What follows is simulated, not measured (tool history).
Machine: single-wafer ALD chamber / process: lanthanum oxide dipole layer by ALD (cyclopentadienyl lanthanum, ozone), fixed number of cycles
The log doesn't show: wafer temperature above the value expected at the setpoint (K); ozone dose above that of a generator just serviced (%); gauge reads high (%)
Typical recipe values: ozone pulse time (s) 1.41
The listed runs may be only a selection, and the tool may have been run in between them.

run   hour  ozone pulse time (s)  wafers since the last listed run  hours since the last thermocouple change  hours since the last ozone generator service  hours since the showerhead was replaced  hours since the gauge calibration  read-back reference wafer on the same gauge, thickness_nm  mean film thickness on the monitor wafer (angstrom)
  1    0.0                  1.69                                 0                                     810.1                                         814.2                                   6306.8                              649.4                                                      0.448                                                 5.56
  2   24.2                  1.69                               413                                     834.3                                         838.4                                   6331.0                              673.6                                                      0.448                                                 5.55
  3   60.4                  1.69                               618                                     870.5                                         874.6                                   6367.2                              709.8                                                      0.447                                                 5.54
  4  126.2                  1.41                              1124                                     936.3                                         940.4                                   6433.0                              775.6                                                      0.448                                                 5.29
  5  146.0                  1.41                               338                                     956.1                                         960.2                                   6452.8                              795.4                                                      0.448                                                 5.28
     171.9  -- showerhead replaced
  6  179.5                  1.41                               435                                     989.6                                         993.7                                      7.6                              828.9                                                      0.448                                                 5.35
  7  211.6                  1.41                               548                                    1021.7                                        1025.8                                     39.7                              861.0                                                      0.449                                                 5.29
  8  245.1                  1.41                               572                                    1055.2                                        1059.3                                     73.2                              894.5                                                      0.448                                                 5.26
  9  267.5                  1.41                               382                                    1077.6                                        1081.7                                     95.6                              916.9                                                      0.447                                                 5.28
 10  298.7                  1.41                               533                                    1108.8                                        1112.9                                    126.8                              948.1                                                      0.447                                                 5.20
 11  310.7                  1.41                               205                                    1120.8                                        1124.9                                    138.8                              960.1                                                      0.448                                                 5.24
     326.4  -- thermocouple changed; heater temperature recalibrated
 12  326.9                  1.41                               140                                       0.5                                        1141.1                                    155.0                              976.3                                                      0.448                                                 5.25
 13  343.0                  1.41                               275                                      16.6                                        1157.2                                    171.1                              992.4                                                      0.448                                                 5.19
     364.9  -- ozone generator serviced
 14  365.4                  1.97                               246                                      39.0                                           0.5                                    193.5                             1014.8                                                      0.448                                                 5.73
 15  376.2                  1.41                               184                                      49.8                                          11.3                                    204.3                             1025.6                                                      0.448                                                 5.41
 16  389.8                  1.41                               232                                      63.4                                          24.9                                    217.9                             1039.2                                                      0.448                                                 5.44
     415.0  -- gauge calibrated
 17  424.5                  1.87                               593                                      98.1                                          59.6                                    252.6                                9.5                                                      0.448                                                 5.66
 18  439.4                  1.79                               254                                     113.0                                          74.5                                    267.5                               24.4                                                      0.449                                                 5.69
 19  456.2                  1.02                               287                                     129.8                                          91.3                                    284.3                               41.2                                                      0.448                                                 4.77
 20  482.7                  1.83                               452                                     156.3                                         117.8                                    310.8                               67.7                                                      0.448                                                 5.70
 21  512.3                  1.67                               505                                     185.9                                         147.4                                    340.4                               97.3                                                      0.448                                                 5.58
 22  582.7                  1.59                              1203                                     256.3                                         217.8                                    410.8                              167.7                                                      0.448                                                 5.55
 23  615.6                  1.66                               562                                     289.2                                         250.7                                    443.7                              200.6                                                      0.448                                                 5.56
 24  645.9                  1.41                               517                                     319.5                                         281.0                                    474.0                              230.9                                                      0.449                                                 5.40
 25  681.1                  1.74                               601                                     354.7                                         316.2                                    509.2                              266.1                                                      0.447                                                 5.65
 26  704.0                  1.41                               391                                     377.6                                         339.1                                    532.1                              289.0                                                      0.449                                                 5.41
 27  726.8                  1.41                               389                                     400.4                                         361.9                                    554.9                              311.8                                                      0.447                                                 5.35
 28  756.4                  1.84                               505                                     430.0                                         391.5                                    584.5                              341.4                                                      0.448                                                 5.60
 29  769.0                  1.65                               215                                     442.6                                         404.1                                    597.1                              354.0                                                      0.448                                                 5.57
 30  794.1                  1.41                               428                                     467.7                                         429.2                                    622.2                              379.1                                                      0.449                                                 5.40
 31  812.3                  1.72                               311                                     485.9                                         447.4                                    640.4                              397.3                                                      0.448                                                 5.58
 32  837.0                  1.96                               422                                     510.6                                         472.1                                    665.1                              422.0                                                      0.449                                                 5.67
 33  854.4                  1.24                               297                                     528.0                                         489.5                                    682.5                              439.4                                                      0.448                                                 5.16
 34  869.3                  1.41                               254                                     542.9                                         504.4                                    697.4                              454.3                                                      0.448                                                 5.39
 35  945.1                  1.92                              1295                                     618.7                                         580.2                                    773.2                              530.1                                                      0.448                                                 5.69

Here are 3 independent what-if runs from the current tool condition. What would each one return?
  A  945.5                  0.98                                 6                                     619.1                                         580.6                                    773.6                              530.5                                                          ?                                                    ?
  B  945.5                  1.75                                 6                                     619.1                                         580.6                                    773.6                              530.5                                                          ?                                                    ?
  C  945.5                  1.93                                 6                                     619.1                                         580.6                                    773.6                              530.5                                                          ?                                                    ?

run  read-back reference wafer on the same gauge, thickness_nm  mean film thickness on the monitor wafer (angstrom)
  A                                                      0.449                                                 4.64
  B                                                      0.449                                                 5.65
  C                                                      0.449                                                 5.71
The same runs, with their run-to-run variation unchanged, on a tool lacking any hidden condition would have given:
run  mean film thickness on the monitor wafer (angstrom)
  A                                                 4.72
  B                                                 5.67
  C                                                 5.72
